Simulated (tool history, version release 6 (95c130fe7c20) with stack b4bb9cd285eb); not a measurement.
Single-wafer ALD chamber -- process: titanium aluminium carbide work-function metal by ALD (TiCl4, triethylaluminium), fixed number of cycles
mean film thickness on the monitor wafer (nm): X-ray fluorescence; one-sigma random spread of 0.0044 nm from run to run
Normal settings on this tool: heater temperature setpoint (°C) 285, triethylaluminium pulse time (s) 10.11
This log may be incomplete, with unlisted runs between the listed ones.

| run | hour | heater temperature setpoint (°C) | triethylaluminium pulse time (s) | wafers since the last listed run | hours since the last thermocouple change | hours since the last triethylaluminium bottle change | hours since the showerhead was replaced | hours since the gauge calibration | read-back reference wafer on the same gauge, thickness_nm | mean film thickness on the monitor wafer (nm) |
|---|---|---|---|---|---|---|---|---|---|---|
| 1 | 0 | 285 | 10.11 | 0 | 1583.9 | 164.9 | 2375 | 1106.4 | 1.71 | 1.806 |
| 2 | 100.1 | 285 | 10.11 | 769 | 1684 | 265 | 2475.1 | 1206.5 | 1.71 | 1.815 |
| 3 | 191.7 | 285 | 7.89 | 704 | 1775.6 | 356.6 | 2566.7 | 1298.1 | 1.711 | 1.753 |
| 4 | 295.4 | 285 | 7.89 | 797 | 1879.3 | 460.3 | 2670.4 | 1401.8 | 1.712 | 1.759 |
| 5 | 390.7 | 291 | 10.11 | 732 | 1974.6 | 555.6 | 2765.7 | 1497.1 | 1.711 | 1.854 |
| 6 | 467 | 285 | 10.11 | 586 | 2050.9 | 631.9 | 2842 | 1573.4 | 1.71 | 1.807 |
| 7 | 574.3 | 285 | 10.11 | 824 | 2158.2 | 739.2 | 2949.3 | 1680.7 | 1.711 | 1.811 |
| 8 | 637.6 | 285 | 10.11 | 486 | 2221.5 | 802.5 | 3012.6 | 1744 | 1.709 | 1.81 |
| 9 | 719.7 | 289 | 10.11 | 631 | 2303.6 | 884.6 | 3094.7 | 1826.1 | 1.709 | 1.84 |
| 10 | 802.8 | 289 | 10.11 | 638 | 2386.7 | 967.7 | 3177.8 | 1909.2 | 1.711 | 1.858 |
| 11 | 858.2 | 289 | 10.11 | 425 | 2442.1 | 1023.1 | 3233.2 | 1964.6 | 1.712 | 1.843 |
|  | 880.4 | gauge calibrated |
|  | 909.9 | triethylaluminium bottle replaced |
| 12 | 920.7 | 278 | 10.11 | 418 | 2504.6 | 10.8 | 3295.7 | 40.3 | 1.71 | 1.745 |
|  | 942.3 | showerhead replaced, of another model than before |
| 13 | 967.5 | 295 | 10.11 | 298 | 2551.4 | 57.6 | 25.2 | 87.1 | 1.712 | 1.902 |
|  | 1005.6 | thermocouple changed; heater temperature recalibrated |
| 14 | 1022.9 | 270 | 7.37 | 364 | 17.3 | 113 | 80.6 | 142.5 | 1.71 | 1.523 |
| 15 | 1072.2 | 272 | 6.72 | 378 | 66.6 | 162.3 | 129.9 | 191.8 | 1.708 | 1.504 |
| 16 | 1179 | 295 | 6.42 | 821 | 173.4 | 269.1 | 236.7 | 298.6 | 1.711 | 1.673 |
| 17 | 1270 | 300 | 6.15 | 699 | 264.4 | 360.1 | 327.7 | 389.6 | 1.712 | 1.691 |
| 18 | 1362.8 | 276 | 10.11 | 713 | 357.2 | 452.9 | 420.5 | 482.4 | 1.711 | 1.692 |
| 19 | 1420.8 | 285 | 13.48 | 445 | 415.2 | 510.9 | 478.5 | 540.4 | 1.709 | 1.818 |
| 20 | 1514.1 | 285 | 10.11 | 717 | 508.5 | 604.2 | 571.8 | 633.7 | 1.709 | 1.777 |
| 21 | 1698.7 | 298 | 8.17 | 1419 | 693.1 | 788.8 | 756.4 | 818.3 | 1.71 | 1.843 |
|  | 1764.9 | triethylaluminium bottle replaced |
| 22 | 1782.2 | 276 | 11.4 | 580 | 776.6 | 17.3 | 839.9 | 901.8 | 1.71 | 1.731 |
| 23 | 1856.8 | 289 | 13.27 | 573 | 851.2 | 91.9 | 914.5 | 976.4 | 1.71 | 1.857 |
| 24 | 1922.7 | 295 | 12.65 | 506 | 917.1 | 157.8 | 980.4 | 1042.3 | 1.708 | 1.913 |
| 25 | 1974.6 | 285 | 10.11 | 398 | 969 | 209.7 | 1032.3 | 1094.2 | 1.709 | 1.793 |

Branching from run 25: 3 alternative next runs. What would each branch give?
| A | 1975 | 285 | 10.11 | 3 | 969.4 | 210.1 | 1032.7 | 1094.6 | ? | ? |
| B | 1975 | 299 | 10.11 | 3 | 969.4 | 210.1 | 1032.7 | 1094.6 | ? | ? |
| C | 1975 | 285 | 13.4 | 3 | 969.4 | 210.1 | 1032.7 | 1094.6 | ? | ? |

| run | read-back reference wafer on the same gauge, thickness_nm | mean film thickness on the monitor wafer (nm) |
|---|---|---|
| A | 1.71 | 1.789 |
| B | 1.71 | 1.919 |
| C | 1.71 | 1.829 |
With the hidden condition removed and each run's random variation left untouched, the same runs would have given:
| run | mean film thickness on the monitor wafer (nm) |
|---|---|
| A | 1.761 |
| B | 1.891 |
| C | 1.801 |

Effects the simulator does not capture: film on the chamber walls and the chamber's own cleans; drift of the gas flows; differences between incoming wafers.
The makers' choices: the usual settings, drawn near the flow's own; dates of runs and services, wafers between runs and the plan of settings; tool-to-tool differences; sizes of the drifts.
